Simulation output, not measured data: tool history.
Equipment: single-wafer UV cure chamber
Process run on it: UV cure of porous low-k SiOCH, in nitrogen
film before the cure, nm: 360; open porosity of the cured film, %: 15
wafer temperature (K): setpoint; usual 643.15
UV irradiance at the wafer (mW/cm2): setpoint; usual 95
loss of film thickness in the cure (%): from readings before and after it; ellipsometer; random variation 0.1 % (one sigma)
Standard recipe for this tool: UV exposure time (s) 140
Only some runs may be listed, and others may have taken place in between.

run,hour,wafer temperature (K),UV exposure time (s),UV irradiance at the wafer (mW/cm2),loss of film thickness in the cure (%)
1,0,643.15,140,95,6.205
2,14,643.15,140,95,6.099
3,20.6,643.15,140,95,6.144
4,33.2,643.15,165,95,6.816
5,49.5,643.15,165,95,6.617
6,67,643.15,140,95,5.958
7,82.8,643.15,140,95,5.867
8,92.7,643.15,140,76,5.266
9,105.4,643.15,140,76,5.19
10,123.4,643.15,140,76,5.127
11,135.2,643.15,140,95,5.966
12,144.6,643.15,140,95,5.956
13,159.2,643.15,140,95,5.734
14,176.7,643.15,140,95,5.823
15,193.4,643.15,140,95,5.667
16,247,643.15,140,95,5.558
17,264.7,643.15,140,95,5.446
18,271.4,643.15,140,95,5.438
19,282.4,643.15,140,95,5.354
20,293.8,643.15,140,95,5.43
21,301.3,643.15,140,95,5.399
22,313.9,643.15,140,95,5.396
23,330.6,625.15,60,126,3.461
24,339.5,643.15,140,131,6.434
25,352.9,643.15,140,95,5.2
26,367.9,652.15,85,128,4.577
27,383.2,626.15,195,56,4.299
28,393.3,624.15,105,118,4.68
29,404.6,654.15,220,71,5.576
# hour 422.3: quartz window cleaned
# hour 423: UV bulbs replaced
30,423.5,628.15,210,95,8.253
31,432.7,654.15,160,70,6.614
32,449.7,643.15,190,95,8.271
33,460.4,656.15,65,123,5.413
34,474.3,633.15,175,123,8.592
35,490.7,643.15,75,122,5.675
36,507.4,658.15,140,95,7.183
37,522.3,643.15,75,122,5.555
38,529.4,627.15,115,95,5.846
39,541.2,643.15,140,95,6.63
40,548.3,643.15,140,76,6.002
41,560,662.15,80,121,6.065
42,576.2,633.15,110,131,6.959
43,591.7,643.15,140,95,6.676
44,603.7,643.15,140,95,6.618

What if the next run were any one of these 3? Each begins from the tool's condition after run 44:
A,604.2,643.15,140,95,?
B,604.2,633.15,90,109,?
C,604.2,630.15,225,123,?

run,loss of film thickness in the cure (%)
A,6.63
B,5.45
C,9.133
Stripped of hidden state, with their random variation kept, the same runs would have yielded:
run,loss of film thickness in the cure (%)
A,7.145
B,5.933
C,9.701
